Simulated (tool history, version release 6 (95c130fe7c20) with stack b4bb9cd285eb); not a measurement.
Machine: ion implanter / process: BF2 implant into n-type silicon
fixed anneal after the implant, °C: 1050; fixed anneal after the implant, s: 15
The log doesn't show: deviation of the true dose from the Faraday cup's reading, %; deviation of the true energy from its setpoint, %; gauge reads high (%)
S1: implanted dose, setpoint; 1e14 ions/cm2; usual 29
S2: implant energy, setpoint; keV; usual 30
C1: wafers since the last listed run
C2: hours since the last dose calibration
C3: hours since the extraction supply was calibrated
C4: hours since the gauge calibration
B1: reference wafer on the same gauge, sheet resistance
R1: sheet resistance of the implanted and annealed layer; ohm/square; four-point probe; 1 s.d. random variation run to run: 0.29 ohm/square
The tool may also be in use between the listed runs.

{"run": 1, "hour": 0.0, "S1": 29, "S2": 30, "C1": 0, "C2": 505.1, "C3": 1178.6, "C4": 1902.3, "B1": 113.42, "R1": 96.63}
{"run": 2, "hour": 90.3, "S1": 29, "S2": 30, "C1": 1770, "C2": 595.4, "C3": 1268.9, "C4": 1992.6, "B1": 113.55, "R1": 96.57}
{"run": 3, "hour": 134.9, "S1": 29, "S2": 30, "C1": 874, "C2": 640, "C3": 1313.5, "C4": 2037.2, "B1": 113.51, "R1": 96.91}
{"run": 4, "hour": 206.5, "S1": 29, "S2": 30, "C1": 1404, "C2": 711.6, "C3": 1385.1, "C4": 2108.8, "B1": 113.53, "R1": 97.55}
{"run": 5, "hour": 292.5, "S1": 34.56, "S2": 27.5, "C1": 1686, "C2": 797.6, "C3": 1471.1, "C4": 2194.8, "B1": 113.52, "R1": 98.81}
{"run": 6, "hour": 342.1, "S1": 34.56, "S2": 27.5, "C1": 972, "C2": 847.2, "C3": 1520.7, "C4": 2244.4, "B1": 113.52, "R1": 98.51}
{"run": 7, "hour": 392.6, "S1": 29, "S2": 30, "C1": 990, "C2": 897.7, "C3": 1571.2, "C4": 2294.9, "B1": 113.6, "R1": 96.53}
{"run": 8, "hour": 451.2, "S1": 29, "S2": 30, "C1": 1149, "C2": 956.3, "C3": 1629.8, "C4": 2353.5, "B1": 113.5, "R1": 96.94}
{"run": 9, "hour": 523.6, "S1": 29, "S2": 30, "C1": 1419, "C2": 1028.7, "C3": 1702.2, "C4": 2425.9, "B1": 113.49, "R1": 97.01}
{"run": 10, "hour": 606.0, "S1": 29, "S2": 30, "C1": 1615, "C2": 1111.1, "C3": 1784.6, "C4": 2508.3, "B1": 113.45, "R1": 96.98}
{"run": 11, "hour": 822.9, "S1": 29, "S2": 30, "C1": 4253, "C2": 1328, "C3": 2001.5, "C4": 2725.2, "B1": 113.3, "R1": 97.06}
{"run": 12, "hour": 865.1, "S1": 29, "S2": 30, "C1": 827, "C2": 1370.2, "C3": 2043.7, "C4": 2767.4, "B1": 113.47, "R1": 96.71}
{"run": 13, "hour": 934.4, "S1": 29, "S2": 30, "C1": 1358, "C2": 1439.5, "C3": 2113, "C4": 2836.7, "B1": 113.32, "R1": 97.68}
{"run": 14, "hour": 977.6, "S1": 27.21, "S2": 30, "C1": 847, "C2": 1482.7, "C3": 2156.2, "C4": 2879.9, "B1": 113.52, "R1": 97.1}
{"run": 15, "hour": 1060.9, "S1": 27.21, "S2": 30, "C1": 1633, "C2": 1566, "C3": 2239.5, "C4": 2963.2, "B1": 113.61, "R1": 97.52}
{"run": 16, "hour": 1136.2, "S1": 27.21, "S2": 30, "C1": 1476, "C2": 1641.3, "C3": 2314.8, "C4": 3038.5, "B1": 113.5, "R1": 98.12}
{"run": 17, "hour": 1183.0, "S1": 32.11, "S2": 30, "C1": 917, "C2": 1688.1, "C3": 2361.6, "C4": 3085.3, "B1": 113.3, "R1": 96.59}
{"hour": 1215.6, "done": "Faraday cup replaced and dose calibrated"}
{"run": 18, "hour": 1268.9, "S1": 32.11, "S2": 30, "C1": 1527, "C2": 53.3, "C3": 2447.5, "C4": 3171.2, "B1": 113.53, "R1": 96.6}
{"run": 19, "hour": 1399.0, "S1": 21.2, "S2": 30, "C1": 2551, "C2": 183.4, "C3": 2577.6, "C4": 3301.3, "B1": 113.58, "R1": 100.82}
{"run": 20, "hour": 1487.1, "S1": 37.21, "S2": 37.5, "C1": 1727, "C2": 271.5, "C3": 2665.7, "C4": 3389.4, "B1": 113.52, "R1": 86.18}
{"run": 21, "hour": 1525.5, "S1": 29, "S2": 30, "C1": 753, "C2": 309.9, "C3": 2704.1, "C4": 3427.8, "B1": 113.49, "R1": 97.41}
{"hour": 1548.0, "done": "gauge calibrated"}
{"run": 22, "hour": 1602.1, "S1": 29, "S2": 30, "C1": 1502, "C2": 386.5, "C3": 2780.7, "C4": 54.1, "B1": 113.54, "R1": 97.52}
{"run": 23, "hour": 1679.2, "S1": 32.89, "S2": 39.5, "C1": 1511, "C2": 463.6, "C3": 2857.8, "C4": 131.2, "B1": 113.46, "R1": 85.07}
{"run": 24, "hour": 1747.4, "S1": 35.91, "S2": 30, "C1": 1337, "C2": 531.8, "C3": 2926, "C4": 199.4, "B1": 113.51, "R1": 95.97}
{"hour": 1901.4, "done": "extraction supply calibrated"}
{"run": 25, "hour": 2004.0, "S1": 21.42, "S2": 35, "C1": 4874, "C2": 788.4, "C3": 102.6, "C4": 456, "B1": 113.45, "R1": 93.97}
{"run": 26, "hour": 2052.0, "S1": 24.29, "S2": 37, "C1": 941, "C2": 836.4, "C3": 150.6, "C4": 504, "B1": 113.53, "R1": 89.33}
{"run": 27, "hour": 2103.9, "S1": 34.28, "S2": 35.5, "C1": 1017, "C2": 888.3, "C3": 202.5, "C4": 555.9, "B1": 113.31, "R1": 88.31}
{"run": 28, "hour": 2291.2, "S1": 34.56, "S2": 27.5, "C1": 3672, "C2": 1075.6, "C3": 389.8, "C4": 743.2, "B1": 113.66, "R1": 98.33}
{"run": 29, "hour": 2382.6, "S1": 20.94, "S2": 38, "C1": 1792, "C2": 1167, "C3": 481.2, "C4": 834.6, "B1": 113.49, "R1": 91.71}
{"run": 30, "hour": 2430.0, "S1": 29, "S2": 30, "C1": 929, "C2": 1214.4, "C3": 528.6, "C4": 882, "B1": 113.69, "R1": 96.47}
{"run": 31, "hour": 2504.3, "S1": 32.36, "S2": 40.5, "C1": 1456, "C2": 1288.7, "C3": 602.9, "C4": 956.3, "B1": 113.4, "R1": 83.23}
{"run": 32, "hour": 2575.9, "S1": 29, "S2": 30, "C1": 1404, "C2": 1360.3, "C3": 674.5, "C4": 1027.9, "B1": 113.61, "R1": 96.73}
{"run": 33, "hour": 2640.4, "S1": 34.38, "S2": 26, "C1": 1264, "C2": 1424.8, "C3": 739, "C4": 1092.4, "B1": 113.46, "R1": 100.79}
{"run": 34, "hour": 2732.7, "S1": 31.73, "S2": 38, "C1": 1809, "C2": 1517.1, "C3": 831.3, "C4": 1184.7, "B1": 113.47, "R1": 86.38}
{"run": 35, "hour": 2891.4, "S1": 29, "S2": 33, "C1": 3112, "C2": 1675.8, "C3": 990, "C4": 1343.4, "B1": 113.55, "R1": 92.79}
{"run": 36, "hour": 2928.9, "S1": 29, "S2": 30, "C1": 735, "C2": 1713.3, "C3": 1027.5, "C4": 1380.9, "B1": 113.39, "R1": 96.7}

Branching from run 36: 5 alternative next runs. What would each branch give?
{"run": "A", "hour": 2929.3, "S1": 29, "S2": 35.5, "C1": 7, "C2": 1713.7, "C3": 1027.9, "C4": 1381.3, "B1": "?", "R1": "?"}
{"run": "B", "hour": 2929.3, "S1": 31.38, "S2": 30, "C1": 7, "C2": 1713.7, "C3": 1027.9, "C4": 1381.3, "B1": "?", "R1": "?"}
{"run": "C", "hour": 2929.3, "S1": 35.28, "S2": 20, "C1": 7, "C2": 1713.7, "C3": 1027.9, "C4": 1381.3, "B1": "?", "R1": "?"}
{"run": "D", "hour": 2929.3, "S1": 31.47, "S2": 22, "C1": 7, "C2": 1713.7, "C3": 1027.9, "C4": 1381.3, "B1": "?", "R1": "?"}
{"run": "E", "hour": 2929.3, "S1": 36.37, "S2": 27.5, "C1": 7, "C2": 1713.7, "C3": 1027.9, "C4": 1381.3, "B1": "?", "R1": "?"}

run=A B1=113.56 R1=89.9
run=B B1=113.56 R1=96.18
run=C B1=113.56 R1=111.36
run=D B1=113.56 R1=108.65
run=E B1=113.56 R1=98.47
Had the tool no hidden state, the same runs would have come out as:
run=A R1=89.22
run=B R1=95.5
run=C R1=110.72
run=D R1=107.99
run=E R1=97.8

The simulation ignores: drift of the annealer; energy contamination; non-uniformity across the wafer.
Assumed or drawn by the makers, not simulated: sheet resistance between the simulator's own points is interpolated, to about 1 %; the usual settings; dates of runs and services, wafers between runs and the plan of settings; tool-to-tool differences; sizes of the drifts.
